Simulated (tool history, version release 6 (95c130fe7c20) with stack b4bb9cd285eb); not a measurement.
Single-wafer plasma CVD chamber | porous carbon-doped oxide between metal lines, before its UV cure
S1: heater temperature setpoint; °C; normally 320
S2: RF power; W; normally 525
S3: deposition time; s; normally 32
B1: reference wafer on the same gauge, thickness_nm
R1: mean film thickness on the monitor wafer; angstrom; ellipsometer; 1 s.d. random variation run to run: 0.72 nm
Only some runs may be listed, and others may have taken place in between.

{"run": 1, "day": 0.0, "S1": 320, "S2": 590, "S3": 32, "B1": 190.015, "R1": 1971.53}
{"run": 2, "day": 0.542, "S1": 320, "S2": 525, "S3": 32, "B1": 189.948, "R1": 1799.69}
{"run": 3, "day": 1.142, "S1": 320, "S2": 525, "S3": 32, "B1": 189.861, "R1": 1802.94}
{"run": 4, "day": 1.538, "S1": 320, "S2": 525, "S3": 32, "B1": 189.763, "R1": 1796.98}
{"day": 2.908, "done": "thermocouple changed; heater temperature recalibrated"}
{"run": 5, "day": 2.929, "S1": 320, "S2": 525, "S3": 34.9, "B1": 190.02, "R1": 1954.59}
{"run": 6, "day": 3.058, "S1": 320, "S2": 525, "S3": 32, "B1": 189.871, "R1": 1802.35}
{"run": 7, "day": 3.462, "S1": 320, "S2": 525, "S3": 32, "B1": 189.897, "R1": 1799.69}
{"run": 8, "day": 3.896, "S1": 320, "S2": 525, "S3": 32, "B1": 190.066, "R1": 1808.83}
{"run": 9, "day": 4.379, "S1": 323, "S2": 525, "S3": 37.1, "B1": 190.27, "R1": 2038.52}
{"run": 10, "day": 4.875, "S1": 323, "S2": 525, "S3": 37.1, "B1": 190.139, "R1": 2043.14}
{"run": 11, "day": 5.158, "S1": 320, "S2": 525, "S3": 32, "B1": 189.852, "R1": 1798.76}
{"run": 12, "day": 5.454, "S1": 320, "S2": 525, "S3": 32, "B1": 190.383, "R1": 1793.46}
{"run": 13, "day": 5.704, "S1": 320, "S2": 525, "S3": 35.7, "B1": 189.635, "R1": 2000.37}
{"run": 14, "day": 6.258, "S1": 325, "S2": 480, "S3": 29.3, "B1": 190.376, "R1": 1486.85}
{"run": 15, "day": 6.562, "S1": 315, "S2": 440, "S3": 32, "B1": 189.697, "R1": 1589.56}
{"day": 7.067, "done": "RF generator calibrated"}
{"run": 16, "day": 7.088, "S1": 307, "S2": 435, "S3": 35.3, "B1": 189.953, "R1": 1833.55}
{"run": 17, "day": 7.575, "S1": 333, "S2": 525, "S3": 27.5, "B1": 190.047, "R1": 1455.95}
{"run": 18, "day": 7.854, "S1": 325, "S2": 430, "S3": 35.2, "B1": 189.701, "R1": 1620.27}
{"run": 19, "day": 8.154, "S1": 324, "S2": 525, "S3": 29.2, "B1": 189.998, "R1": 1603.1}
{"run": 20, "day": 8.792, "S1": 320, "S2": 525, "S3": 33.9, "B1": 189.7, "R1": 1898.63}
{"run": 21, "day": 9.45, "S1": 320, "S2": 525, "S3": 32, "B1": 190.129, "R1": 1798.19}
{"day": 9.921, "done": "showerhead replaced"}
{"run": 22, "day": 10.096, "S1": 320, "S2": 525, "S3": 32, "B1": 189.838, "R1": 1801.78}
{"day": 10.354, "done": "gauge calibrated"}
{"run": 23, "day": 10.704, "S1": 320, "S2": 550, "S3": 35.5, "B1": 190.269, "R1": 2063.57}
{"run": 24, "day": 11.338, "S1": 320, "S2": 560, "S3": 32, "B1": 189.821, "R1": 1903.57}
{"run": 25, "day": 11.754, "S1": 325, "S2": 555, "S3": 38.4, "B1": 190.244, "R1": 2178.7}
{"run": 26, "day": 12.308, "S1": 312, "S2": 465, "S3": 29.9, "B1": 189.895, "R1": 1605.35}
{"run": 27, "day": 12.867, "S1": 313, "S2": 525, "S3": 32, "B1": 190.134, "R1": 1876.86}
{"run": 28, "day": 13.312, "S1": 320, "S2": 455, "S3": 32, "B1": 190.047, "R1": 1602.93}
{"run": 29, "day": 13.946, "S1": 332, "S2": 595, "S3": 37.4, "B1": 190.278, "R1": 2162.38}
{"run": 30, "day": 14.262, "S1": 320, "S2": 525, "S3": 32, "B1": 189.744, "R1": 1784.72}
{"run": 31, "day": 15.171, "S1": 307, "S2": 450, "S3": 29, "B1": 189.848, "R1": 1542.68}
{"run": 32, "day": 15.558, "S1": 314, "S2": 525, "S3": 38, "B1": 190.027, "R1": 2197.48}
{"run": 33, "day": 16.017, "S1": 320, "S2": 525, "S3": 32, "B1": 190.11, "R1": 1796.59}

Alternative continuations, all from the tool just after run 33; predict every row:
{"run": "A", "day": 16.033, "S1": 320, "S2": 490, "S3": 32, "B1": "?", "R1": "?"}
{"run": "B", "day": 16.033, "S1": 320, "S2": 440, "S3": 27.1, "B1": "?", "R1": "?"}
{"run": "C", "day": 16.033, "S1": 334, "S2": 610, "S3": 32, "B1": "?", "R1": "?"}
{"run": "D", "day": 16.033, "S1": 334, "S2": 610, "S3": 37.3, "B1": "?", "R1": "?"}
{"run": "E", "day": 16.033, "S1": 333, "S2": 465, "S3": 32, "B1": "?", "R1": "?"}

run=A B1=189.773 R1=1710.46
run=B B1=189.773 R1=1323.86
run=C B1=189.773 R1=1878.81
run=D B1=189.773 R1=2180.77
run=E B1=189.773 R1=1526.8
What these runs would have given with no unlogged condition in the tool:
run=A R1=1710.46
run=B R1=1323.86
run=C R1=1878.81
run=D R1=2180.77
run=E R1=1526.8
